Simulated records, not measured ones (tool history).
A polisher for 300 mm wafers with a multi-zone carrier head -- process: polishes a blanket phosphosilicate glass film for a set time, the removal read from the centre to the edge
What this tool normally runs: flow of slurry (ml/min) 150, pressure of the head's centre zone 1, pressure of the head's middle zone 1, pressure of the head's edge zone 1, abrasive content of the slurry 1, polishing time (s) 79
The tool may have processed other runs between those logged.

run,hour,flow of slurry (ml/min),pressure of the head's centre zone,pressure of the head's middle zone,pressure of the head's edge zone,abrasive content of the slurry,polishing time (s),"incoming thickness of the incoming film, nm",film removed at the wafer's centre (angstrom),film removed at mid-radius (angstrom),film removed at the wafer's edge (angstrom)
1,0,150,1,1,1,1,79,3943.8,4501,4513,4640
# hour 7.2: worn pad replaced by a new one
# hour 17.3: slurry nozzle cleaned
2,56,150,1,1,1,1,79,3952.3,4578,4527,4611
# hour 96.7: centre zone pressure recalibrated
3,97.2,150,1,1,1,1,79,3891.7,4565,4539,4639
4,150,150,1,1,1,1,79,3904,4571,4523,4568
5,196.8,150,1,1,1,1.15,79,3947.1,4941,4856,5015
# hour 260.7: worn pad replaced by a new one
6,264.3,150,1,1,1,1.15,79,3904,4899,4929,4956
7,296.4,150,1,1,1,1,79,3980.6,4551,4591,4594
8,340.6,150,1,1,1,1,79,3890.8,4510,4594,4619
9,396.2,165,0.9,1,1.07,1,98,3931.1,5341,5725,5865
# hour 446.7: centre zone pressure recalibrated
10,465.8,150,1,1,1,0.75,79,3943.8,3693,3664,3708
# hour 488: slurry nozzle cleaned
11,521.4,150,1,1,1,0.7,79,3938.8,3477,3525,3518
# hour 544.6: worn pad replaced by a new one
12,560.2,150,1,1,1,1,79,3881.2,4521,4490,4533
13,622.9,150,1,1,0.96,1,79,3893.4,4561,4441,4476
14,675.6,150,1,1,1,1,79,3897.9,4503,4613,4554
15,712.2,150,1.08,1.04,1,1,79,3864.8,4806,4701,4621
16,747.4,150,1,1,1.06,1,79,3886.9,4509,4501,4739
# hour 775: centre zone pressure recalibrated
17,775.5,170,1,0.88,1,0.9,106,3880.4,5862,5024,5880
# hour 809.5: worn pad replaced by a new one
18,814.9,150,1,1.09,1,1,79,3977.3,4522,4994,4611
19,841,100,1,0.92,1,1,79,3915.3,4168,3953,4383
20,875.7,150,1.07,1,1,1,79,3988.5,4738,4489,4534
# hour 912.4: slurry nozzle cleaned
21,937.1,150,1.08,1.04,1,1,79,3891.1,4835,4736,4576

4 ways to go on from here, each from the tool as it stands after run 21. What would each give?
A,937.6,150,1,1,1,1,79,3961.5,?,?,?
B,937.6,135,1,0.89,1,1,79,3961.5,?,?,?
C,937.6,150,1,0.92,1,1,79,3961.5,?,?,?
D,937.6,105,0.96,1.06,1,1,79,3961.5,?,?,?

run,film removed at the wafer's centre (angstrom),film removed at mid-radius (angstrom),film removed at the wafer's edge (angstrom)
A,4550,4517,4596
B,4457,4025,4545
C,4548,4212,4601
D,4098,4448,4388
Stripped of hidden state, with their random variation kept, the same runs would have yielded:
run,film removed at the wafer's centre (angstrom),film removed at mid-radius (angstrom),film removed at the wafer's edge (angstrom)
A,4550,4517,4596
B,4457,4025,4545
C,4548,4212,4601
D,4098,4448,4388
